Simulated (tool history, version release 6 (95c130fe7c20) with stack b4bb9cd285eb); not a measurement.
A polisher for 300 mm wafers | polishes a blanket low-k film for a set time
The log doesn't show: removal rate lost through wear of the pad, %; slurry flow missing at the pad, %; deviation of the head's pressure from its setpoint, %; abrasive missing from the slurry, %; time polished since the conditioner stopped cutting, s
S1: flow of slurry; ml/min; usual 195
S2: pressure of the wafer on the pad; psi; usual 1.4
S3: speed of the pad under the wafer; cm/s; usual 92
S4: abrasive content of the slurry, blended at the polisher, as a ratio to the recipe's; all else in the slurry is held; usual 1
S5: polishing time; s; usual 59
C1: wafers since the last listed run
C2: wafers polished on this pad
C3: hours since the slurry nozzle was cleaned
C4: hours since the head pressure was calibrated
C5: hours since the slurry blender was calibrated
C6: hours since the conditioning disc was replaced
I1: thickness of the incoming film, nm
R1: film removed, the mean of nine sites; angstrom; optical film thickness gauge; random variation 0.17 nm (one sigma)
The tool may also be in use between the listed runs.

run	hour	S1	S2	S3	S4	S5	C1	C2	C3	C4	C5	C6	I1	R1
1	0	195	1.4	76	1.2	59	0	4	558	1197	143.2	141.3	630.7	181
2	7.4	195	1.4	92	1	59	66	70	565.4	1204.4	150.6	148.7	634.6	181
3	13.6	195	1.4	92	1	59	55	125	571.6	1210.6	156.8	154.9	639.2	184
4	21.4	195	1.4	92	1	59	69	195	579.4	1218.4	164.6	162.7	650.1	180
5	39.2	195	1.4	92	1	59	158	354	597.2	1236.2	182.4	180.5	641.5	181
6	45.4	195	1.4	92	1	59	55	409	603.4	1242.4	188.6	186.7	642	178
7	54.5	195	1.4	92	1	59	81	490	612.5	1251.5	197.7	195.8	640.6	185
# hour 60.9: conditioning disc replaced and pad reconditioned
8	64.2	195	1.4	92	1	59	68	559	622.2	1261.2	207.4	3.3	637	179
9	79.7	195	1.4	92	1	59	138	697	637.7	1276.7	222.9	18.8	634.1	180
# hour 86.9: worn pad replaced by a new one
10	87.4	195	1.4	114	1	59	33	4	645.4	1284.4	230.6	26.5	637.9	207
11	92.9	195	1.4	114	1	59	49	53	650.9	1289.9	236.1	32	639.3	203
12	101.4	195	1.4	92	1	59	75	129	659.4	1298.4	244.6	40.5	631.9	183
# hour 105: slurry blender recalibrated
13	116.1	235	1.7	92	1	59	113	242	674.1	1313.1	11.1	55.2	649.5	209
14	125.7	195	1.4	92	1	50	85	328	683.7	1322.7	20.7	64.8	648.5	152
15	134.4	165	1.7	92	1	44	77	405	692.4	1331.4	29.4	73.5	626.3	150
16	143.9	195	1.4	92	1	69	84	490	701.9	1340.9	38.9	83	643.6	214
# hour 159.6: head pressure recalibrated
# hour 184.5: worn pad replaced by a new one
17	185	195	1.4	92	1	59	313	4	743	25.4	80	124.1	638.1	181
# hour 190: slurry nozzle cleaned
18	221.6	155	1.4	92	1	52	317	322	31.6	62	116.6	160.7	634.2	157
19	237.1	130	1.4	104	1	59	138	460	47.1	77.5	132.1	176.2	640.9	181
20	246.2	195	1.7	120	1	42	81	542	56.2	86.6	141.2	185.3	642.4	168
21	258.6	130	1.4	92	1	59	110	652	68.6	99	153.6	197.7	629.6	169
# hour 261.6: conditioning disc replaced and pad reconditioned
# hour 268.9: worn pad replaced by a new one
22	272.2	195	1.4	92	1	59	67	29	82.2	112.6	167.2	10.6	643.5	181
# hour 320.9: slurry blender recalibrated
23	321.5	145	1.7	92	1.2	39	422	451	131.5	161.9	0.6	59.9	650.9	142
24	328.3	165	1.4	92	1	59	60	512	138.3	168.7	7.4	66.7	640.1	177
25	345	195	1.4	122	1	59	149	661	155	185.4	24.1	83.4	638.1	216
26	355	195	1.4	76	0.8	59	89	750	165	195.4	34.1	93.4	641.2	146
# hour 367.3: worn pad replaced by a new one
27	371.2	195	1.5	120	1.2	59	108	35	181.2	211.6	50.3	109.6	642.8	241

Hidden state at the last listed run before each entry between runs and at the first one after, where it differs:
Between runs 7 and 8: conditioning disc replaced and pad reconditioned (hour 60.9)
  no hidden state differs between the two runs
Between runs 9 and 10: worn pad replaced by a new one (hour 86.9)
  no hidden state differs between the two runs
Between runs 12 and 13: slurry blender recalibrated (hour 105)
  no hidden state differs between the two runs
Between runs 16 and 17: head pressure recalibrated (hour 159.6); worn pad replaced by a new one (hour 184.5)
  no hidden state differs between the two runs
Between runs 17 and 18: slurry nozzle cleaned (hour 190)
  no hidden state differs between the two runs
Between runs 21 and 22: conditioning disc replaced and pad reconditioned (hour 261.6); worn pad replaced by a new one (hour 268.9)
  no hidden state differs between the two runs
Between runs 22 and 23: slurry blender recalibrated (hour 320.9)
  no hidden state differs between the two runs
Between runs 26 and 27: worn pad replaced by a new one (hour 367.3)
  no hidden state differs between the two runs
